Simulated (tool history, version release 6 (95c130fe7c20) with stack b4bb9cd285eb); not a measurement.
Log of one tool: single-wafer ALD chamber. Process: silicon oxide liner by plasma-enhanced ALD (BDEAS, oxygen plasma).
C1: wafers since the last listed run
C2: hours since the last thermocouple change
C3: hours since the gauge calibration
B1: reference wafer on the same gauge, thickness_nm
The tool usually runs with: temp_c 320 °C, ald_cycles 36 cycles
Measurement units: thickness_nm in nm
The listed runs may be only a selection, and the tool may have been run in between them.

run 1 hour=0.0 | temp_c=326 ald_cycles=32 | C1=0 C2=2488.0 C3=105.7 | B1=2.995 | thickness_nm=2.733
run 2 hour=23.0 | temp_c=326 ald_cycles=32 | C1=128 C2=2511.0 C3=128.7 | B1=2.979 | thickness_nm=2.725
run 3 hour=40.3 | temp_c=320 ald_cycles=36 | C1=96 C2=2528.3 C3=146.0 | B1=2.985 | thickness_nm=3.094
run 4 hour=68.1 | temp_c=320 ald_cycles=36 | C1=155 C2=2556.1 C3=173.8 | B1=2.984 | thickness_nm=3.095
run 5 hour=87.8 | temp_c=320 ald_cycles=36 | C1=110 C2=2575.8 C3=193.5 | B1=2.979 | thickness_nm=3.095
run 6 hour=122.3 | temp_c=313 ald_cycles=33 | C1=193 C2=2610.3 C3=228.0 | B1=2.977 | thickness_nm=2.851
run 7 hour=139.0 | temp_c=313 ald_cycles=33 | C1=93 C2=2627.0 C3=244.7 | B1=2.971 | thickness_nm=2.888
-- hour=220.4 gauge calibrated
run 8 hour=223.9 | temp_c=313 ald_cycles=33 | C1=475 C2=2711.9 C3=3.5 | B1=3.019 | thickness_nm=2.911
run 9 hour=253.5 | temp_c=320 ald_cycles=36 | C1=165 C2=2741.5 C3=33.1 | B1=3.009 | thickness_nm=3.143
run 10 hour=289.3 | temp_c=320 ald_cycles=36 | C1=200 C2=2777.3 C3=68.9 | B1=2.999 | thickness_nm=3.113
run 11 hour=317.0 | temp_c=320 ald_cycles=36 | C1=155 C2=2805.0 C3=96.6 | B1=2.994 | thickness_nm=3.122
-- hour=339.3 thermocouple changed; heater temperature recalibrated
run 12 hour=339.8 | temp_c=326 ald_cycles=43 | C1=82 C2=0.5 C3=119.4 | B1=2.989 | thickness_nm=3.685
run 13 hour=345.1 | temp_c=309 ald_cycles=33 | C1=29 C2=5.8 C3=124.7 | B1=2.995 | thickness_nm=2.892

Predict the results of run 14:
run 14 hour=377.6 | temp_c=315 ald_cycles=33 | C1=182 C2=38.3 C3=157.2 | B1=? | thickness_nm=?

Run 14 gave B1 2.987, thickness_nm 2.875 nm.
Without the tool's hidden state the same run would have given thickness_nm 2.907 nm.

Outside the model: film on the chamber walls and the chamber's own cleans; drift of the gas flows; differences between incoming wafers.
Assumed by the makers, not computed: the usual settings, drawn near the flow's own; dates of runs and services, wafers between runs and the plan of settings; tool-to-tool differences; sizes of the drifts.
